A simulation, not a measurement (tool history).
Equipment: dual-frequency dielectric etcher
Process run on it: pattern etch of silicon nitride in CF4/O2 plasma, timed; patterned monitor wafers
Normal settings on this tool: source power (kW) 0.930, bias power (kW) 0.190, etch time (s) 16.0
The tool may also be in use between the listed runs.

run   hour  source power (kW)  bias power (kW)  etch time (s)  wafers since the last listed run  hours since the last wet clean  hours since the last source power generator calibration  hours since the last bias power generator calibration  hours since the last upper electrode change  hours since the gauge calibration  read-back reference wafer on the same gauge, depth_nm  mean etch depth across the wafer (Å)
  1    0.0              0.930            0.190           16.0                                 0                           503.1                                                   5315.4                                                    4.9                                          0.5                              185.7                                                   43.1                                   527
  2    2.7              0.930            0.190           16.0                                49                           505.8                                                   5318.1                                                    7.6                                          3.2                              188.4                                                   43.1                                   527
  3    9.8              0.930            0.190           16.0                               129                           512.9                                                   5325.2                                                   14.7                                         10.3                              195.5                                                   43.1                                   529
  4   17.7              0.930            0.190           16.0                               144                           520.8                                                   5333.1                                                   22.6                                         18.2                              203.4                                                   43.1                                   526
  5   23.9              0.930            0.190           16.0                               113                           527.0                                                   5339.3                                                   28.8                                         24.4                              209.6                                                   43.1                                   529
  6   34.0              0.930            0.190           16.0                               184                           537.1                                                   5349.4                                                   38.9                                         34.5                              219.7                                                   43.1                                   527
  7   43.6              0.930            0.190           16.0                               175                           546.7                                                   5359.0                                                   48.5                                         44.1                              229.3                                                   43.1                                   529
  8   61.3              0.930            0.190           16.0                               323                           564.4                                                   5376.7                                                   66.2                                         61.8                              247.0                                                   43.1                                   527
  9   76.5              0.930            0.190           16.0                               277                           579.6                                                   5391.9                                                   81.4                                         77.0                              262.2                                                   43.1                                   528
 10   86.9              0.930            0.190           16.0                               189                           590.0                                                   5402.3                                                   91.8                                         87.4                              272.6                                                   43.1                                   525
 11   94.2              1.020            0.150           16.0                               133                           597.3                                                   5409.6                                                   99.1                                         94.7                              279.9                                                   43.1                                   525
 12  108.6              0.930            0.163           16.0                               263                           611.7                                                   5424.0                                                  113.5                                        109.1                              294.3                                                   43.1                                   501
 13  117.7              0.930            0.170           11.5                               166                           620.8                                                   5433.1                                                  122.6                                        118.2                              303.4                                                   43.1                                   364
     150.5  -- wet clean of the chamber
 14  151.0              0.770            0.190           16.0                               169                             0.5                                                   5466.4                                                  155.9                                        151.5                              336.7                                                   43.1                                   466
 15  151.4              0.770            0.228           20.0                                 7                             0.9                                                   5466.8                                                  156.3                                        151.9                              337.1                                                   43.1                                   619
 16  159.2              0.930            0.162           16.0                               142                             8.7                                                   5474.6                                                  164.1                                        159.7                              344.9                                                   43.1                                   506
     177.6  -- source power generator calibrated
 17  178.1              1.010            0.144           16.0                               272                            27.6                                                      0.5                                                  183.0                                        178.6                              363.8                                                   43.1                                   520
 18  220.6              0.930            0.190           16.0                               776                            70.1                                                     43.0                                                  225.5                                        221.1                              406.3                                                   43.1                                   536
 19  230.6              0.870            0.154           19.0                               182                            80.1                                                     53.0                                                  235.5                                        231.1                              416.3                                                   43.1                                   567
 20  236.7              0.930            0.190           16.0                               111                            86.2                                                     59.1                                                  241.6                                        237.2                              422.4                                                   43.1                                   532
     238.8  -- gauge calibrated
 21  249.8              0.800            0.190           13.5                               239                            99.3                                                     72.2                                                  254.7                                        250.3                               11.0                                                   43.1                                   403
 22  256.3              0.770            0.228           20.0                               118                           105.8                                                     78.7                                                  261.2                                        256.8                               17.5                                                   43.1                                   620
 23  267.6              0.930            0.220           19.5                               206                           117.1                                                     90.0                                                  272.5                                        268.1                               28.8                                                   43.1                                   684
 24  275.2              0.930            0.190           11.5                               138                           124.7                                                     97.6                                                  280.1                                        275.7                               36.4                                                   43.1                                   383
 25  287.8              0.820            0.190           18.0                               230                           137.3                                                    110.2                                                  292.7                                        288.3                               49.0                                                   43.1                                   547
 26  303.7              0.930            0.190           16.0                               290                           153.2                                                    126.1                                                  308.6                                        304.2                               64.9                                                   43.1                                   532
 27  313.1              1.040            0.159           12.5                               171                           162.6                                                    135.5                                                  318.0                                        313.6                               74.3                                                   43.1                                   428
 28  344.6              0.930            0.190           16.0                               575                           194.1                                                    167.0                                                  349.5                                        345.1                              105.8                                                   43.1                                   532
 29  359.2              0.930            0.190           14.0                               266                           208.7                                                    181.6                                                  364.1                                        359.7                              120.4                                                   43.1                                   469
 30  373.4              0.930            0.190           16.0                               259                           222.9                                                    195.8                                                  378.3                                        373.9                              134.6                                                   43.1                                   534
 31  383.8              0.930            0.169           16.0                               189                           233.3                                                    206.2                                                  388.7                                        384.3                              145.0                                                   43.1                                   514

Branching from run 31: 3 alternative next runs. What would each branch give?
  A  384.2              0.930            0.206           16.0                                 7                           233.7                                                    206.6                                                  389.1                                        384.7                              145.4                                                      ?                                     ?
  B  384.2              0.750            0.190           16.0                                 7                           233.7                                                    206.6                                                  389.1                                        384.7                              145.4                                                      ?                                     ?
  C  384.2              0.930            0.158           16.0                                 7                           233.7                                                    206.6                                                  389.1                                        384.7                              145.4                                                      ?                                     ?

run  read-back reference wafer on the same gauge, depth_nm  mean etch depth across the wafer (Å)
  A                                                   43.1                                   545
  B                                                   43.1                                   454
  C                                                   43.1                                   500
Take away the tool's hidden state, keep each run's random variation, and the runs would have read:
run  mean etch depth across the wafer (Å)
  A                                   547
  B                                   456
  C                                   502

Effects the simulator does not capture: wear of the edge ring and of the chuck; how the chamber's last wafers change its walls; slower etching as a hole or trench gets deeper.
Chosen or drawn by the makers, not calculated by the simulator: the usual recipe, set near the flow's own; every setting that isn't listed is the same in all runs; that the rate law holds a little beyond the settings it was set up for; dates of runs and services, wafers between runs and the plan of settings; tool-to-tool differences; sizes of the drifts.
